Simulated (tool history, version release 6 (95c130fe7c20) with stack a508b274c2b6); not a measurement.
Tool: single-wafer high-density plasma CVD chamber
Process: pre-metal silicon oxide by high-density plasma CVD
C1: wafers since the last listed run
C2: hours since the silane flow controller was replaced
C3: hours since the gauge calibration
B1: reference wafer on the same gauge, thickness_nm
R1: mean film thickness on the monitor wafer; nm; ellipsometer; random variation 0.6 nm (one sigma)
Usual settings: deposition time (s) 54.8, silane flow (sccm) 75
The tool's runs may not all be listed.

Run 1, hour 0.0: usual settings; C1 0; C2 1396.3; C3 27.4; B1 366.309. Result: R1 425.709 nm.
Run 2, hour 9.2: usual settings but silane flow (sccm) 66; C1 128; C2 1405.5; C3 36.6; B1 366.013. Result: R1 374.018 nm.
Run 3, hour 24.1: usual settings but deposition time (s) 52.2; C1 207; C2 1420.4; C3 51.5; B1 366.128. Result: R1 404.285 nm.
Run 4, hour 40.7: usual settings but deposition time (s) 47.6; C1 231; C2 1437.0; C3 68.1; B1 365.758. Result: R1 370.132 nm.
Run 5, hour 53.6: usual settings but silane flow (sccm) 68; C1 179; C2 1449.9; C3 81.0; B1 366.178. Result: R1 385.906 nm.
Run 6, hour 68.2: usual settings but silane flow (sccm) 68; C1 203; C2 1464.5; C3 95.6; B1 366.130. Result: R1 387.251 nm.
Run 7, hour 76.3: usual settings but deposition time (s) 57.0; C1 112; C2 1472.6; C3 103.7; B1 365.835. Result: R1 441.812 nm.
Run 8, hour 89.9: usual settings but silane flow (sccm) 85; C1 189; C2 1486.2; C3 117.3; B1 366.179. Result: R1 483.784 nm.
Run 9, hour 96.8: usual settings but silane flow (sccm) 85; C1 96; C2 1493.1; C3 124.2; B1 366.344. Result: R1 482.779 nm.

The next listed run, before its measurement:
Run 10, hour 112.7: usual settings; C1 221; C2 1509.0; C3 140.1; B1 ?. Result: R1 ?.

{"run 10": {"B1": 366.098, "R1": 427.58}}
Without the tool's hidden state the same run would have given R1 403.771 nm.

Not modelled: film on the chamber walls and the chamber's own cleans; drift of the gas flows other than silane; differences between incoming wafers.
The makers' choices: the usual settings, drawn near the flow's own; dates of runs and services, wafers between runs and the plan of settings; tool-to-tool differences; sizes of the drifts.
